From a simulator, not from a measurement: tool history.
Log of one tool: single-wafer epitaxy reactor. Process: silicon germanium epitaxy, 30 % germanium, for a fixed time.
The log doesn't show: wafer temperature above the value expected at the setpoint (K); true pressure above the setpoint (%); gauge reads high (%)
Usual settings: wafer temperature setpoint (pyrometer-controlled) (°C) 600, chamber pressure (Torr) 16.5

run	hour	wafer temperature setpoint (pyrometer-controlled) (°C)	chamber pressure (Torr)	wafers since the last listed run	hours since the last pyrometer calibration	hours since the last manometer calibration	hours since the showerhead was replaced	hours since the gauge calibration	read-back reference wafer on the same gauge, thickness_nm	mean film thickness on the monitor wafer (nm)
1	0.0	600	16.5	0	1848.6	1999.3	3376.8	79.7	47.780	55.791
2	45.5	600	16.5	770	1894.1	2044.8	3422.3	125.2	47.797	55.871
3	109.9	600	16.5	1090	1958.5	2109.2	3486.7	189.6	47.816	56.269
4	204.3	600	18.8	1598	2052.9	2203.6	3581.1	284.0	47.788	59.800
5	288.8	600	18.8	1430	2137.4	2288.1	3665.6	368.5	47.862	59.687
6	390.2	596	16.5	1716	2238.8	2389.5	3767.0	469.9	47.800	52.398
7	496.8	596	16.5	1804	2345.4	2496.1	3873.6	576.5	47.828	52.134
8	563.8	600	16.5	1134	2412.4	2563.1	3940.6	643.5	47.861	55.701
9	653.9	600	16.5	1525	2502.5	2653.2	4030.7	733.6	47.801	55.968
10	728.9	600	16.5	1269	2577.5	2728.2	4105.7	808.6	47.805	55.967
11	765.4	590	17.6	617	2614.0	2764.7	4142.2	845.1	47.804	48.951
# hour 794.8: pyrometer calibrated
12	861.5	600	16.5	1491	66.7	2860.8	4238.3	941.2	47.796	55.981
# hour 906.4: capacitance manometer re-zeroed and calibrated
13	917.0	600	16.5	804	122.2	10.6	4293.8	996.7	47.788	56.041
14	982.6	600	16.5	1110	187.8	76.2	4359.4	1062.3	47.846	56.183
# hour 993.4: gauge calibrated
# hour 1064.8: showerhead replaced
15	1065.3	587	12.5	1264	270.5	158.9	0.5	71.9	47.806	38.898
16	1142.5	608	16.5	1306	347.7	236.1	77.7	149.1	47.815	63.498
17	1213.3	615	16.5	1198	418.5	306.9	148.5	219.9	47.831	71.471
18	1311.4	595	19.6	1660	516.6	405.0	246.6	318.0	47.782	55.867

Run 19 comes next. What will it give?
19	1407.8	600	16.5	1631	613.0	501.4	343.0	414.4	?	?

{"run 19": {"read-back reference wafer on the same gauge, thickness_nm": 47.834, "mean film thickness on the monitor wafer (nm)": 56.058}}
Without the tool's hidden state the same run would have given mean film thickness on the monitor wafer (nm) 56.058.
